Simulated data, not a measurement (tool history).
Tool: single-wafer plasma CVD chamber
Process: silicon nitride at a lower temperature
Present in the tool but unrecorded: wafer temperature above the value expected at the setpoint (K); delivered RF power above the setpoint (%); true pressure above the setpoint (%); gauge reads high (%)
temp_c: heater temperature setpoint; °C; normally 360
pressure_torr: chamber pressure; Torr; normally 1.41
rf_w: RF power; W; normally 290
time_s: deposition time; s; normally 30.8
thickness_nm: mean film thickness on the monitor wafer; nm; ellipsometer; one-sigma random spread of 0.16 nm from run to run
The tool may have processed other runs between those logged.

run   hour  temp_c  pressure_torr  rf_w  time_s  wafers since the last listed run  hours since the last thermocouple change  hours since the last RF generator calibration  hours since the last manometer calibration  hours since the showerhead was replaced  hours since the gauge calibration  read-back reference wafer on the same gauge, thickness_nm  thickness_nm
  1      0     360           1.41   290    30.8                                 0                                    1175.6                                         2198.3                                        71.3                                   6805.6                             1183.8                                                     25.895        28.403
  2   33.6     360           1.41   290    30.8                               464                                    1209.2                                         2231.9                                       104.9                                   6839.2                             1217.4                                                     25.908        28.171
  3   57.5     360           1.41   290    30.8                               330                                    1233.1                                         2255.8                                       128.8                                   6863.1                             1241.3                                                     25.881        28.322
      59.4  -- gauge calibrated
  4   84.8     360           1.41   290    30.8                               377                                    1260.4                                         2283.1                                       156.1                                   6890.4                               25.4                                                     25.883        27.905
  5  102.3     354           1.41   275    30.8                               242                                    1277.9                                         2300.6                                       173.6                                   6907.9                               42.9                                                     25.915        26.854
  6  115.8     354           1.41   275    30.8                               186                                    1291.4                                         2314.1                                       187.1                                   6921.4                               56.4                                                     25.902         27.27
  7  142.6     354           1.41   275    30.8                               370                                    1318.2                                         2340.9                                       213.9                                   6948.2                               83.2                                                     25.905        26.985
  8  171.1     367           1.41   290    30.8                               394                                    1346.7                                         2369.4                                       242.4                                   6976.7                              111.7                                                     25.898        27.875
  9  198.7     360           1.41   260    30.8                               381                                    1374.3                                           2397                                         270                                   7004.3                              139.3                                                     25.894        25.777
     248.2  -- thermocouple changed; heater temperature recalibrated
 10  285.2     346           1.41   290    30.8                              1085                                        37                                         2483.5                                       356.5                                   7090.8                              225.8                                                     25.905         28.48
 11  309.7     360           1.64   290    30.8                               338                                      61.5                                           2508                                         381                                   7115.3                              250.3                                                     25.915        29.585
 12    336     360           1.41   290    30.8                               363                                      87.8                                         2534.3                                       407.3                                   7141.6                              276.6                                                     25.899        28.317
 13    364     360           1.41   290    30.8                               387                                     115.8                                         2562.3                                       435.3                                   7169.6                              304.6                                                     25.917        28.222
 14  389.2     353           1.41   290    30.8                               348                                       141                                         2587.5                                       460.5                                   7194.8                              329.8                                                     25.906        28.463
 15  418.7     360           1.41   345    30.8                               407                                     170.5                                           2617                                         490                                   7224.3                              359.3                                                     25.886        32.078
     451.5  -- RF generator calibrated
 16    452     365           1.68   290    36.5                               349                                     203.8                                            0.5                                       523.3                                   7257.6                              392.6                                                     25.896        37.648
 17    461     360           1.41   290    30.8                               124                                     212.8                                            9.5                                       532.3                                   7266.6                              401.6                                                     25.887        29.425
 18  492.8     360           1.41   290    30.8                               439                                     244.6                                           41.3                                       564.1                                   7298.4                              433.4                                                     25.887        30.078
     507.4  -- showerhead replaced
 19  513.2     351           1.29   290      26                               171                                       265                                           61.7                                       584.5                                      5.8                              453.8                                                      25.89        24.039
 20  533.1     360           1.41   290    30.8                               275                                     284.9                                           81.6                                       604.4                                     25.7                              473.7                                                     25.885        29.823
 21  558.5     372           1.74   260    26.1                               351                                     310.3                                            107                                       629.8                                     51.1                              499.1                                                     25.867        24.656
 22  575.1     349           1.41   290    30.8                               229                                     326.9                                          123.6                                       646.4                                     67.7                              515.7                                                     25.889        29.609
 23  591.6     360           1.17   290    29.2                               228                                     343.4                                          140.1                                       662.9                                     84.2                              532.2                                                     25.897        26.059
 24  621.6     360           1.41   290    30.8                               414                                     373.4                                          170.1                                       692.9                                    114.2                              562.2                                                     25.897        29.452
 25  635.6     366           1.08   290    30.8                               193                                     387.4                                          184.1                                       706.9                                    128.2                              576.2                                                     25.872        26.337
 26  667.6     360           1.41   290    35.7                               442                                     419.4                                          216.1                                       738.9                                    160.2                              608.2                                                     25.902        34.374
 27    691     360           1.41   250    28.3                               323                                     442.8                                          239.5                                       762.3                                    183.6                              631.6                                                     25.908        24.007
 28  715.7     360           1.41   290    30.8                               341                                     467.5                                          264.2                                         787                                    208.3                              656.3                                                     25.884        29.124
 29  736.6     360           1.41   290    25.1                               289                                     488.4                                          285.1                                       807.9                                    229.2                              677.2                                                     25.909        23.705
 30  750.1     370           1.41   265    30.8                               186                                     501.9                                          298.6                                       821.4                                    242.7                              690.7                                                     25.879         27.23

For each entry between runs, how does the tool's hidden state at the last listed run before it compare with that at the first listed run after it?
From run 3 to run 4: gauge calibrated (hour 59.4)
  delivered RF power above the setpoint (%): -8.22 -> -8.24
  the result without the hidden state subtracted from the measured one, thickness_nm: -1.919 -> -1.895 nm
From run 9 to run 10: thermocouple changed; heater temperature recalibrated (hour 248.2)
  delivered RF power above the setpoint (%): -8.3 -> -8.35
  the result without the hidden state subtracted from the measured one, thickness_nm: -1.808 -> -1.963 nm
From run 15 to run 16: RF generator calibrated (hour 451.5)
  delivered RF power above the setpoint (%): -8.41 -> -1.47
  the result without the hidden state subtracted from the measured one, thickness_nm: -2.084 -> -0.423 nm
From run 18 to run 19: showerhead replaced (hour 507.4)
  delivered RF power above the setpoint (%): -1.89 -> -2.09
  the result without the hidden state subtracted from the measured one, thickness_nm: -0.434 -> -0.384 nm
